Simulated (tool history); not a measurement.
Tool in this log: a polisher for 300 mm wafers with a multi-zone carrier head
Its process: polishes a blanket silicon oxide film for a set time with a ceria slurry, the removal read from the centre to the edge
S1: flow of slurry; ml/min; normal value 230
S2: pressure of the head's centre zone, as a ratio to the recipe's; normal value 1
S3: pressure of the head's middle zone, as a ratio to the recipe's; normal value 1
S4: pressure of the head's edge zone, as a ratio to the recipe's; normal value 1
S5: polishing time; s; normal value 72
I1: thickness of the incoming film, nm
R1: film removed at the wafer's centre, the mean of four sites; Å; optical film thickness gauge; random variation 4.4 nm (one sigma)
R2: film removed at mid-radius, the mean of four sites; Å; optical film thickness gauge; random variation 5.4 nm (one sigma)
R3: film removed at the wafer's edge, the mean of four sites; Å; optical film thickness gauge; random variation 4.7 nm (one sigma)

{"run": 1, "hour": 0.0, "S1": 245, "S2": 1, "S3": 1, "S4": 1, "S5": 91, "I1": 1192.8, "R1": 6889, "R2": 6301, "R3": 6407}
{"hour": 52.6, "done": "worn pad replaced by a new one"}
{"run": 2, "hour": 55.9, "S1": 230, "S2": 1, "S3": 1, "S4": 1, "S5": 72, "I1": 1181.9, "R1": 5430, "R2": 4963, "R3": 5162}
{"run": 3, "hour": 91.0, "S1": 230, "S2": 1, "S3": 1, "S4": 1, "S5": 72, "I1": 1207.6, "R1": 5359, "R2": 4915, "R3": 5136}
{"hour": 141.2, "done": "slurry nozzle cleaned"}
{"run": 4, "hour": 159.2, "S1": 230, "S2": 1, "S3": 1, "S4": 1, "S5": 72, "I1": 1195.8, "R1": 5374, "R2": 5068, "R3": 5072}
{"run": 5, "hour": 195.3, "S1": 200, "S2": 1, "S3": 1, "S4": 1, "S5": 72, "I1": 1206.3, "R1": 5272, "R2": 4910, "R3": 5095}
{"hour": 256.7, "done": "centre zone pressure recalibrated"}
{"run": 6, "hour": 257.2, "S1": 200, "S2": 1, "S3": 1, "S4": 1, "S5": 72, "I1": 1191.5, "R1": 4813, "R2": 4893, "R3": 5090}
{"hour": 273.5, "done": "edge zone pressure recalibrated"}
{"run": 7, "hour": 296.4, "S1": 230, "S2": 1, "S3": 1, "S4": 1, "S5": 63, "I1": 1186.5, "R1": 4296, "R2": 4322, "R3": 4440}
{"hour": 305.4, "done": "worn pad replaced by a new one"}
{"run": 8, "hour": 328.0, "S1": 230, "S2": 1, "S3": 1, "S4": 1, "S5": 63, "I1": 1212.9, "R1": 4403, "R2": 4291, "R3": 4427}
{"run": 9, "hour": 394.9, "S1": 230, "S2": 1, "S3": 0.97, "S4": 1, "S5": 72, "I1": 1214.8, "R1": 5111, "R2": 4900, "R3": 5077}
{"hour": 414.6, "done": "carrier head's membrane replaced by a new one"}
{"run": 10, "hour": 434.0, "S1": 230, "S2": 1, "S3": 1, "S4": 1, "S5": 80, "I1": 1219.8, "R1": 5664, "R2": 5449, "R3": 5713}
{"run": 11, "hour": 463.6, "S1": 230, "S2": 1, "S3": 1, "S4": 0.9, "S5": 72, "I1": 1184.7, "R1": 5063, "R2": 4957, "R3": 4918}
{"run": 12, "hour": 515.6, "S1": 230, "S2": 1.1, "S3": 1, "S4": 1.06, "S5": 72, "I1": 1210.1, "R1": 5526, "R2": 4990, "R3": 5223}
{"hour": 540.0, "done": "slurry nozzle cleaned"}
{"run": 13, "hour": 549.9, "S1": 230, "S2": 1, "S3": 1, "S4": 1, "S5": 80, "I1": 1207.7, "R1": 5749, "R2": 5567, "R3": 5685}
{"hour": 570.3, "done": "worn pad replaced by a new one"}
{"run": 14, "hour": 577.7, "S1": 230, "S2": 1, "S3": 0.9, "S4": 1.06, "S5": 53, "I1": 1196.4, "R1": 3818, "R2": 3316, "R3": 3881}
{"run": 15, "hour": 639.2, "S1": 200, "S2": 1, "S3": 1, "S4": 1, "S5": 72, "I1": 1199.9, "R1": 5056, "R2": 4879, "R3": 5016}
{"run": 16, "hour": 668.5, "S1": 230, "S2": 1, "S3": 1, "S4": 1, "S5": 72, "I1": 1175.6, "R1": 5280, "R2": 5032, "R3": 5057}
{"hour": 699.6, "done": "edge zone pressure recalibrated"}
{"run": 17, "hour": 736.2, "S1": 305, "S2": 0.94, "S3": 1, "S4": 0.89, "S5": 72, "I1": 1186.8, "R1": 5177, "R2": 5172, "R3": 4955}
{"run": 18, "hour": 804.7, "S1": 180, "S2": 0.95, "S3": 1, "S4": 1, "S5": 72, "I1": 1223, "R1": 4940, "R2": 4831, "R3": 4946}

Alternative continuations, all from the tool just after run 18; predict every row:
{"run": "A", "hour": 805.2, "S1": 265, "S2": 1, "S3": 1, "S4": 1, "S5": 72, "I1": 1208.9, "R1": "?", "R2": "?", "R3": "?"}
{"run": "B", "hour": 805.2, "S1": 300, "S2": 1, "S3": 1, "S4": 1, "S5": 62, "I1": 1208.9, "R1": "?", "R2": "?", "R3": "?"}
{"run": "C", "hour": 805.2, "S1": 300, "S2": 1, "S3": 1, "S4": 1, "S5": 72, "I1": 1208.9, "R1": "?", "R2": "?", "R3": "?"}
{"run": "D", "hour": 805.2, "S1": 265, "S2": 1, "S3": 1.07, "S4": 1, "S5": 91, "I1": 1208.9, "R1": "?", "R2": "?", "R3": "?"}
{"run": "E", "hour": 805.2, "S1": 280, "S2": 1, "S3": 1, "S4": 1.03, "S5": 56, "I1": 1208.9, "R1": "?", "R2": "?", "R3": "?"}

run=A R1=5423 R2=5132 R3=5192
run=B R1=4741 R2=4480 R3=4518
run=C R1=5506 R2=5203 R3=5247
run=D R1=6858 R2=6870 R3=6556
run=E R1=4248 R2=4017 R3=4109
Without the tool's unlogged condition, the same runs would have read:
run=A R1=5067 R2=5134 R3=5192
run=B R1=4430 R2=4482 R3=4518
run=C R1=5144 R2=5205 R3=5247
run=D R1=6407 R2=6872 R3=6556
run=E R1=3969 R2=4018 R3=4109
